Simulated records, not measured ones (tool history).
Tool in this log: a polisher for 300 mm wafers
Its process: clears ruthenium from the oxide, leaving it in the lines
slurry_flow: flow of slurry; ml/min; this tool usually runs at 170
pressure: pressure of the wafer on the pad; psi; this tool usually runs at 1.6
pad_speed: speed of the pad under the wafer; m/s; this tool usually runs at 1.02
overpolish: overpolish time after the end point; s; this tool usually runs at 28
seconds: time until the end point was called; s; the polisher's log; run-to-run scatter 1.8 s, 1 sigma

run,hour,slurry_flow,pressure,pad_speed,overpolish,"incoming thickness of the incoming film, nm",seconds
1,0.0,170,1.6,1.02,28,108.7,119.5
2,8.1,170,1.6,1.02,28,109.0,124.9
3,20.6,170,1.6,1.02,24,112.6,132.8
4,35.6,170,1.6,1.02,24,109.6,121.8
5,46.2,130,1.6,1.02,28,109.2,128.0
6,56.3,170,1.6,1.02,28,109.9,124.4
7,73.7,170,1.6,1.02,36,110.1,125.6
8,85.7,170,1.6,1.02,36,108.5,125.5
9,100.3,170,1.6,1.02,28,109.2,124.8
# hour 112.7: worn pad replaced by a new one
10,113.7,170,1.6,1.02,28,107.6,122.3
11,124.9,170,1.6,1.02,28,111.2,127.1
# hour 139.1: slurry nozzle cleaned
12,140.6,170,1.6,1.02,28,111.7,126.3
13,151.4,170,1.6,1.02,28,109.8,127.4
# hour 160.0: head pressure recalibrated
14,164.6,215,1.3,1.32,42,111.0,122.2
15,173.6,210,2.1,1.02,28,110.8,95.6
16,181.1,140,2.2,1.02,28,109.7,95.8
17,197.4,170,1.3,1.02,28,111.9,153.9
18,204.1,215,1.6,1.02,28,110.7,124.8
19,215.4,215,1.2,0.82,45,109.6,181.1

What will run 20 give?
20,224.4,140,2.2,1.02,28,108.6,?

seconds: 93.9 s
The same run, on a tool lacking any hidden state, would have yielded seconds 93.9 s.
